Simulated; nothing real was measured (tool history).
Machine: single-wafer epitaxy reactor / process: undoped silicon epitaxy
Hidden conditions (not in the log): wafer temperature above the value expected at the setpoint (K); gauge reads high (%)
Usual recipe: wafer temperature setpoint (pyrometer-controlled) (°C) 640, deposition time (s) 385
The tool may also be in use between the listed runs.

| run | hour | wafer temperature setpoint (pyrometer-controlled) (°C) | deposition time (s) | wafers since the last listed run | hours since the last pyrometer calibration | hours since the gauge calibration | read-back reference wafer on the same gauge, thickness_nm | mean film thickness on the monitor wafer (angstrom) |
|---|---|---|---|---|---|---|---|---|
| 1 | 0.0 | 633 | 385 | 0 | 2172.3 | 265.0 | 47.306 | 434.85 |
| 2 | 34.6 | 633 | 385 | 217 | 2206.9 | 299.6 | 47.287 | 436.25 |
| 3 | 70.3 | 633 | 385 | 224 | 2242.6 | 335.3 | 47.303 | 433.73 |
| 4 | 88.9 | 640 | 385 | 116 | 2261.2 | 353.9 | 47.309 | 519.29 |
| 5 | 111.3 | 640 | 385 | 140 | 2283.6 | 376.3 | 47.308 | 520.14 |
| 6 | 137.0 | 640 | 385 | 161 | 2309.3 | 402.0 | 47.315 | 517.70 |
| 7 | 154.3 | 640 | 385 | 108 | 2326.6 | 419.3 | 47.315 | 516.00 |
| 8 | 166.9 | 640 | 385 | 79 | 2339.2 | 431.9 | 47.304 | 519.03 |
|  | 195.6 | pyrometer calibrated |
| 9 | 199.4 | 640 | 385 | 154 | 3.8 | 464.4 | 47.326 | 580.80 |
| 10 | 227.7 | 651 | 421 | 177 | 32.1 | 492.7 | 47.273 | 834.46 |
| 11 | 260.5 | 633 | 385 | 206 | 64.9 | 525.5 | 47.293 | 483.62 |
| 12 | 291.5 | 640 | 385 | 194 | 95.9 | 556.5 | 47.302 | 580.50 |
|  | 296.6 | gauge calibrated |
| 13 | 307.3 | 633 | 317 | 99 | 111.7 | 10.7 | 47.315 | 397.62 |
| 14 | 329.0 | 649 | 433 | 136 | 133.4 | 32.4 | 47.319 | 813.19 |
| 15 | 410.7 | 640 | 385 | 513 | 215.1 | 114.1 | 47.297 | 575.17 |
| 16 | 440.5 | 632 | 446 | 187 | 244.9 | 143.9 | 47.285 | 543.65 |
| 17 | 462.2 | 646 | 449 | 136 | 266.6 | 165.6 | 47.293 | 775.85 |
| 18 | 491.3 | 645 | 355 | 182 | 295.7 | 194.7 | 47.287 | 600.46 |

5 options for the next run, each taken on its own from the tool as it stands now. Forecast them:
| A | 491.8 | 640 | 385 | 3 | 296.2 | 195.2 | ? | ? |
| B | 491.8 | 640 | 424 | 3 | 296.2 | 195.2 | ? | ? |
| C | 491.8 | 652 | 419 | 3 | 296.2 | 195.2 | ? | ? |
| D | 491.8 | 650 | 457 | 3 | 296.2 | 195.2 | ? | ? |
| E | 491.8 | 636 | 335 | 3 | 296.2 | 195.2 | ? | ? |

| run | read-back reference wafer on the same gauge, thickness_nm | mean film thickness on the monitor wafer (angstrom) |
|---|---|---|
| A | 47.308 | 572.96 |
| B | 47.308 | 631.00 |
| C | 47.308 | 841.99 |
| D | 47.308 | 874.06 |
| E | 47.308 | 450.15 |
Without the tool's hidden state the same runs would have given:
| run | mean film thickness on the monitor wafer (angstrom) |
|---|---|
| A | 576.83 |
| B | 635.26 |
| C | 847.51 |
| D | 879.81 |
| E | 453.22 |
